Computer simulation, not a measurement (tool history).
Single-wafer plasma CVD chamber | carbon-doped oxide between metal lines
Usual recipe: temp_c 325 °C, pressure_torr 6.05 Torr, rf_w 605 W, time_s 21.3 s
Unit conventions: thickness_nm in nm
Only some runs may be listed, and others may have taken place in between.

run,day,temp_c,pressure_torr,rf_w,time_s,wafers since the last listed run,hours since the last thermocouple change,hours since the last RF generator calibration,hours since the last manometer calibration,hours since the showerhead was replaced,hours since the gauge calibration,"read-back reference wafer on the same gauge, thickness_nm",thickness_nm
1,0.000,325,6.05,605,21.3,0,2646.3,495.7,1008.1,7196.2,55.5,159.018,134.426
2,4.238,325,6.05,605,21.3,1676,2748.0,597.4,1109.8,7297.9,157.2,158.996,134.772
3,7.950,325,6.05,605,21.3,1468,2837.1,686.5,1198.9,7387.0,246.3,159.021,134.143
4,10.142,325,7.23,605,21.3,867,2889.7,739.1,1251.5,7439.6,298.9,159.057,135.510
5,14.608,325,6.05,605,21.3,1767,2996.9,846.3,1358.7,7546.8,406.1,159.050,134.366
6,16.679,325,6.05,535,21.3,819,3046.6,896.0,1408.4,7596.5,455.8,159.068,119.614
7,19.921,325,6.05,535,21.3,1282,3124.4,973.8,1486.2,7674.3,533.6,158.994,119.644
# day 20.446: thermocouple changed; heater temperature recalibrated
8,21.442,325,6.05,605,21.3,469,23.9,1010.3,1522.7,7710.8,570.1,159.021,137.353
9,24.862,325,5.35,605,21.3,1353,106.0,1092.4,1604.8,7792.9,652.2,158.995,135.470
10,28.879,325,5.35,605,21.3,1589,202.4,1188.8,1701.2,7889.3,748.6,159.038,135.231
11,30.825,325,6.05,605,21.3,769,249.1,1235.5,1747.9,7936.0,795.3,159.063,136.410
12,34.004,325,6.05,605,21.3,1257,325.4,1311.8,1824.2,8012.3,871.6,158.962,136.172
13,38.029,325,6.05,605,21.3,1592,422.0,1408.4,1920.8,8108.9,968.2,159.084,135.498
14,40.112,314,6.88,570,25.2,824,472.0,1458.4,1970.8,8158.9,1018.2,159.055,158.990
15,42.242,333,5.58,530,22.9,842,523.1,1509.5,2021.9,8210.0,1069.3,158.946,124.700
16,43.771,325,6.05,695,21.3,605,559.8,1546.2,2058.6,8246.7,1106.0,158.935,151.860
# day 44.571: showerhead replaced
# day 44.692: capacitance manometer re-zeroed and calibrated
17,48.121,317,5.20,605,21.3,1541,664.2,1650.6,82.3,85.2,1210.4,158.980,137.322
18,51.862,339,7.05,515,24.0,1480,754.0,1740.4,172.1,175.0,1300.2,158.953,124.770

The next listed run, before its measurement:
19,54.183,321,4.58,675,21.3,918,809.7,1796.1,227.8,230.7,1355.9,?,?

Run 19 gave read-back reference wafer on the same gauge, thickness_nm 158.953, thickness_nm 146.690 nm.
Were there no unlogged condition in the tool, this run, its random variation unchanged, would have produced thickness_nm 150.894 nm.
